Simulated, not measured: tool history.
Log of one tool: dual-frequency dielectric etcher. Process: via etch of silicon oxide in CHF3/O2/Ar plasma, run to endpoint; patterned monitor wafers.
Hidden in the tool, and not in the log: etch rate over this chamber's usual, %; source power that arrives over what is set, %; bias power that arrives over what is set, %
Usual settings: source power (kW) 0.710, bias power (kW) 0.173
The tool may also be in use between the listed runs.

run   hour  source power (kW)  bias power (kW)  wafers since the last listed run  hours since the last wet clean  hours since the last source power generator calibration  hours since the last bias power generator calibration  hours since the last upper electrode change  incoming incoming film thickness, nm  endpoint time (s)
  1    0.0              0.570            0.173                                 0                            60.8                                                   2640.3                                                 2923.6                                       5413.6                                 475.3              281.6
  2   38.2              0.570            0.173                               228                            99.0                                                   2678.5                                                 2961.8                                       5451.8                                 474.6              277.3
  3   68.0              0.570            0.173                               178                           128.8                                                   2708.3                                                 2991.6                                       5481.6                                 475.6              279.2
  4  118.5              0.710            0.173                               301                           179.3                                                   2758.8                                                 3042.1                                       5532.1                                 474.2              253.7
  5  142.8              0.710            0.173                               145                           203.6                                                   2783.1                                                 3066.4                                       5556.4                                 473.4              252.7
  6  180.4              0.710            0.173                               224                           241.2                                                   2820.7                                                 3104.0                                       5594.0                                 476.4              253.3
  7  246.6              0.710            0.173                               395                           307.4                                                   2886.9                                                 3170.2                                       5660.2                                 471.6              249.4
     272.8  -- source power generator calibrated
  8  287.3              0.670            0.173                               219                           348.1                                                     14.5                                                 3210.9                                       5700.9                                 479.2              262.9
     321.9  -- upper electrode replaced
  9  331.0              0.670            0.173                               117                           391.8                                                     58.2                                                 3254.6                                          9.1                                 471.6              256.5
 10  391.0              0.630            0.143                               358                           451.8                                                    118.2                                                 3314.6                                         69.1                                 476.8              273.8
     516.3  -- wet clean of the chamber
 11  562.8              0.710            0.161                               883                            46.5                                                    290.0                                                 3486.4                                        240.9                                 477.7              283.0
     582.2  -- bias power generator calibrated
 12  615.9              0.810            0.141                               293                            99.6                                                    343.1                                                   33.7                                        294.0                                 476.2              278.9
 13  654.3              0.710            0.214                               229                           138.0                                                    381.5                                                   72.1                                        332.4                                 479.1              260.4
     715.6  -- wet clean of the chamber, repeated, since the last time left the tool worse
 14  716.1              0.880            0.154                               225                             0.5                                                    443.3                                                  133.9                                        394.2                                 474.9              244.8
 15  766.1              0.790            0.162                               298                            50.5                                                    493.3                                                  183.9                                        444.2                                 477.1              250.7
 16  797.5              0.590            0.173                               187                            81.9                                                    524.7                                                  215.3                                        475.6                                 475.5              272.8

5 ways to go on from here, each from the tool as it stands after run 16. What would each give?
  A  798.0              0.710            0.149                                 2                            82.4                                                    525.2                                                  215.8                                        476.1                                 476.9                  ?
  B  798.0              0.770            0.133                                 2                            82.4                                                    525.2                                                  215.8                                        476.1                                 476.9                  ?
  C  798.0              0.780            0.209                                 2                            82.4                                                    525.2                                                  215.8                                        476.1                                 476.9                  ?
  D  798.0              0.650            0.151                                 2                            82.4                                                    525.2                                                  215.8                                        476.1                                 476.9                  ?
  E  798.0              0.840            0.211                                 2                            82.4                                                    525.2                                                  215.8                                        476.1                                 476.9                  ?

run  endpoint time (s)
  A              267.1
  B              267.3
  C              234.2
  D              274.7
  E              227.4
Without the tool's hidden state the same runs would have given:
run  endpoint time (s)
  A              270.1
  B              270.3
  C              236.9
  D              277.8
  E              230.0
